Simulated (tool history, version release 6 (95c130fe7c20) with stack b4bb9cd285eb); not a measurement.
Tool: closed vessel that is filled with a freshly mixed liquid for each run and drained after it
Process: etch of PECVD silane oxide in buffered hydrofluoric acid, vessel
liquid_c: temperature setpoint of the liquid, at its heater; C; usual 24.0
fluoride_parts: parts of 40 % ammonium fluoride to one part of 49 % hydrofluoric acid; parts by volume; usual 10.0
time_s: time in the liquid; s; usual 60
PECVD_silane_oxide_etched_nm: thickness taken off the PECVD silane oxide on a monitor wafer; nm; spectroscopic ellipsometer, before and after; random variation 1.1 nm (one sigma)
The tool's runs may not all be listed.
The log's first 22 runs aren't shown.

| run | hour | liquid_c | fluoride_parts | time_s | wafers since the last listed run | hours since the thermometer was replaced | hours since the hydrofluoric acid flow meter was replaced | hours since the gauge calibration | read-back film thickness of the PECVD silane oxide reference wafer, read on the same gauge (nm) | PECVD_silane_oxide_etched_nm |
|---|---|---|---|---|---|---|---|---|---|---|
|  | 1509.1 | hydrofluoric acid flow meter replaced |
| 23 | 1511.5 | 27.0 | 7.5 | 35 | 5363 | 315.2 | 2.4 | 627.0 | 119.98 | 172.89 |
| 24 | 1609.2 | 25.5 | 8.0 | 50 | 10214 | 412.9 | 100.1 | 724.7 | 120.05 | 212.06 |
| 25 | 1657.0 | 24.0 | 10.0 | 60 | 4997 | 460.7 | 147.9 | 772.5 | 120.01 | 191.46 |
| 26 | 1697.8 | 29.0 | 9.0 | 50 | 4265 | 501.5 | 188.7 | 813.3 | 120.03 | 223.46 |
| 27 | 1780.7 | 22.5 | 7.0 | 60 | 8667 | 584.4 | 271.6 | 896.2 | 120.04 | 245.07 |
| 28 | 1883.4 | 20.5 | 6.5 | 90 | 10737 | 687.1 | 374.3 | 998.9 | 119.94 | 347.59 |
| 29 | 1990.2 | 20.0 | 13.5 | 95 | 11166 | 793.9 | 481.1 | 1105.7 | 120.00 | 176.24 |
| 30 | 2047.4 | 24.0 | 10.0 | 60 | 5980 | 851.1 | 538.3 | 1162.9 | 119.99 | 188.54 |
| 31 | 2149.8 | 22.5 | 6.5 | 40 | 10706 | 953.5 | 640.7 | 1265.3 | 120.00 | 170.46 |

Forecast each of these 5 alternatives for the next run:
| A | 2150.5 | 24.0 | 10.0 | 60 | 73 | 954.2 | 641.4 | 1266.0 | ? | ? |
| B | 2150.5 | 24.0 | 11.5 | 40 | 73 | 954.2 | 641.4 | 1266.0 | ? | ? |
| C | 2150.5 | 24.0 | 9.0 | 60 | 73 | 954.2 | 641.4 | 1266.0 | ? | ? |
| D | 2150.5 | 27.0 | 10.0 | 85 | 73 | 954.2 | 641.4 | 1266.0 | ? | ? |
| E | 2150.5 | 26.5 | 10.0 | 60 | 73 | 954.2 | 641.4 | 1266.0 | ? | ? |

| run | read-back film thickness of the PECVD silane oxide reference wafer, read on the same gauge (nm) | PECVD_silane_oxide_etched_nm |
|---|---|---|
| A | 119.99 | 184.15 |
| B | 119.99 | 107.13 |
| C | 119.99 | 196.77 |
| D | 119.99 | 307.17 |
| E | 119.99 | 211.05 |
Without the tool's hidden state the same runs would have given:
| run | PECVD_silane_oxide_etched_nm |
|---|---|
| A | 197.84 |
| B | 115.11 |
| C | 211.40 |
| D | 329.55 |
| E | 226.48 |
